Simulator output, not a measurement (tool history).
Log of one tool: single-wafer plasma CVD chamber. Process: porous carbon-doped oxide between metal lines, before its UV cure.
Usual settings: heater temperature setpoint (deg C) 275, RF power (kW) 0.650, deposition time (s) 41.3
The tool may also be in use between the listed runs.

run	hour	heater temperature setpoint (deg C)	RF power (kW)	deposition time (s)	wafers since the last listed run	hours since the last thermocouple change	hours since the last RF generator calibration	hours since the showerhead was replaced	hours since the gauge calibration	read-back reference wafer on the same gauge, thickness_nm	mean film thickness on the monitor wafer (nm)
1	0.0	275	0.650	41.3	0	2003.9	715.1	2632.1	130.0	231.146	276.888
2	8.5	269	0.650	44.8	193	2012.4	723.6	2640.6	138.5	231.141	310.855
3	40.2	269	0.650	44.8	720	2044.1	755.3	2672.3	170.2	230.955	308.909
4	55.9	269	0.650	44.8	356	2059.8	771.0	2688.0	185.9	230.838	309.760
5	64.4	275	0.650	41.3	193	2068.3	779.5	2696.5	194.4	230.710	275.503
6	78.4	275	0.650	41.3	318	2082.3	793.5	2710.5	208.4	230.955	274.268
7	124.7	267	0.650	41.3	1052	2128.6	839.8	2756.8	254.7	231.128	286.670
8	132.7	267	0.650	41.3	181	2136.6	847.8	2764.8	262.7	230.862	286.975
9	141.3	267	0.650	41.3	195	2145.2	856.4	2773.4	271.3	231.200	287.244
10	148.4	275	0.650	47.0	161	2152.3	863.5	2780.5	278.4	231.104	311.520
11	157.2	275	0.650	47.0	200	2161.1	872.3	2789.3	287.2	230.973	309.467
12	168.9	283	0.650	46.7	265	2172.8	884.0	2801.0	298.9	231.078	295.980
# hour 190.8: thermocouple changed; heater temperature recalibrated
# hour 194.1: RF generator calibrated
13	194.6	283	0.650	46.7	328	3.8	0.5	2826.7	324.6	231.025	285.448
14	195.1	275	0.650	41.3	11	4.3	1.0	2827.2	325.1	231.195	265.483
# hour 213.6: showerhead replaced
15	214.1	275	0.650	41.3	250	23.3	20.0	0.5	344.1	230.905	264.554
16	224.9	290	0.650	35.7	245	34.1	30.8	11.3	354.9	230.847	211.824
# hour 239.7: gauge calibrated
17	242.7	279	0.570	34.4	404	51.9	48.6	29.1	3.0	231.221	200.501
18	263.8	275	0.650	33.4	479	73.0	69.7	50.2	24.1	230.912	215.675
19	277.5	269	0.650	44.8	311	86.7	83.4	63.9	37.8	230.826	298.321
# hour 291.3: RF generator calibrated, repeated, since the last time left the tool worse
20	293.1	275	0.650	41.3	172	102.3	1.8	79.5	53.4	230.706	283.386
21	307.9	275	0.650	41.3	336	117.1	16.6	94.3	68.2	231.092	282.528
22	321.0	279	0.535	41.3	297	130.2	29.7	107.4	81.3	231.032	246.015
23	338.3	275	0.540	44.4	393	147.5	47.0	124.7	98.6	230.826	271.053
24	349.0	261	0.775	48.6	243	158.2	57.7	135.4	109.3	230.947	397.358
25	355.8	270	0.715	45.7	154	165.0	64.5	142.2	116.1	230.817	337.365
26	364.7	275	0.650	41.3	202	173.9	73.4	151.1	125.0	231.044	282.176
27	381.6	267	0.550	36.9	384	190.8	90.3	168.0	141.9	231.118	240.892
28	392.4	265	0.650	33.5	245	201.6	101.1	178.8	152.7	231.099	243.793

Hidden state at the last listed run before each entry between runs and at the first one after, where it differs:
Between runs 12 and 13: thermocouple changed; heater temperature recalibrated (hour 190.8); RF generator calibrated (hour 194.1)
  delivered RF power above the setpoint (%): -5.33 -> -10.3
  measured less the result without the state, mean film thickness on the monitor wafer (nm): -9.684 -> -18.855
Between runs 14 and 15: showerhead replaced (hour 213.6)
  no hidden state differs between the two runs
  measured less the result without the state, mean film thickness on the monitor wafer (nm): -17.537 -> -17.481
Between runs 16 and 17: gauge calibrated (hour 239.7)
  delivered RF power above the setpoint (%): -10.3 -> -10.4
  measured less the result without the state, mean film thickness on the monitor wafer (nm): -14.002 -> -13.409
Between runs 19 and 20: RF generator calibrated, repeated, since the last time left the tool worse (hour 291.3)
  delivered RF power above the setpoint (%): -10.4 -> -0.327
  measured less the result without the state, mean film thickness on the monitor wafer (nm): -19.799 -> -0.547
